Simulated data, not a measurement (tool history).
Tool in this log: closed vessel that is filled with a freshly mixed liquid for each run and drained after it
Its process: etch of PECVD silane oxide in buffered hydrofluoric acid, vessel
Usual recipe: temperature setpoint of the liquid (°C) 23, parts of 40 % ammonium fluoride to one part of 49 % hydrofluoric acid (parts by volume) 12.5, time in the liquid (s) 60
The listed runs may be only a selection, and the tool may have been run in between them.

run,hour,temperature setpoint of the liquid (°C),parts of 40 % ammonium fluoride to one part of 49 % hydrofluoric acid (parts by volume),time in the liquid (s),"read-back film thickness of the PECVD silane oxide reference wafer, read on the same gauge (nm)",thickness taken off the PECVD silane oxide on a monitor wafer (nm)
1,0,23,12.5,60,129.98,203.37
2,9.7,23,12.5,60,130.01,206.38
3,16.3,23,12.5,60,129.98,207.72
4,30.7,23,12.5,60,130.01,205.85
5,46.2,25,12.5,60,130,228.54
6,88.2,25,12.5,60,130.02,228.95
7,96.8,25,12.5,60,130.01,227.92
# hour 102.9: thermometer replaced
8,109.1,23,12.5,60,130.01,203.26
9,123.4,23,12.5,60,129.98,203.05
10,136.1,23,12.5,60,129.95,206.57
11,148.2,27,8.5,80,129.99,495.16
12,162.4,25,12.5,60,129.99,228.9
13,174.3,23,12.5,30,129.99,100.73
14,182.8,18,10.5,60,129.97,185.88
15,197,23,9.5,60,130.01,265.46
16,214.7,23,15.5,60,129.98,167.69
17,227.3,23,12.5,60,130,202.94
18,240.9,26.5,10.5,85,129.96,413.08
19,257.7,23,12.5,45,130.05,151.91
20,270,23,10,35,130.04,146.63
21,282.6,23,12.5,60,130,201.02
# hour 292.6: hydrofluoric acid flow meter replaced
22,300.3,23,12.5,60,130.02,235.04
# hour 302.2: gauge calibrated
23,312.6,20,16.5,85,129.99,214.51
24,320,24.5,9,95,130.01,532.23
25,329.6,23,12.5,60,129.97,235.09
26,343.2,27.5,16.5,45,130.03,168.95

What does the tool deliver on the next run?
27,359.4,23,12.5,60,?,?

read-back film thickness of the PECVD silane oxide reference wafer, read on the same gauge (nm): 130.03
thickness taken off the PECVD silane oxide on a monitor wafer (nm): 234.64
If the tool had no hidden condition, the same run with the same run-to-run variation would have returned thickness taken off the PECVD silane oxide on a monitor wafer (nm) 236.32.
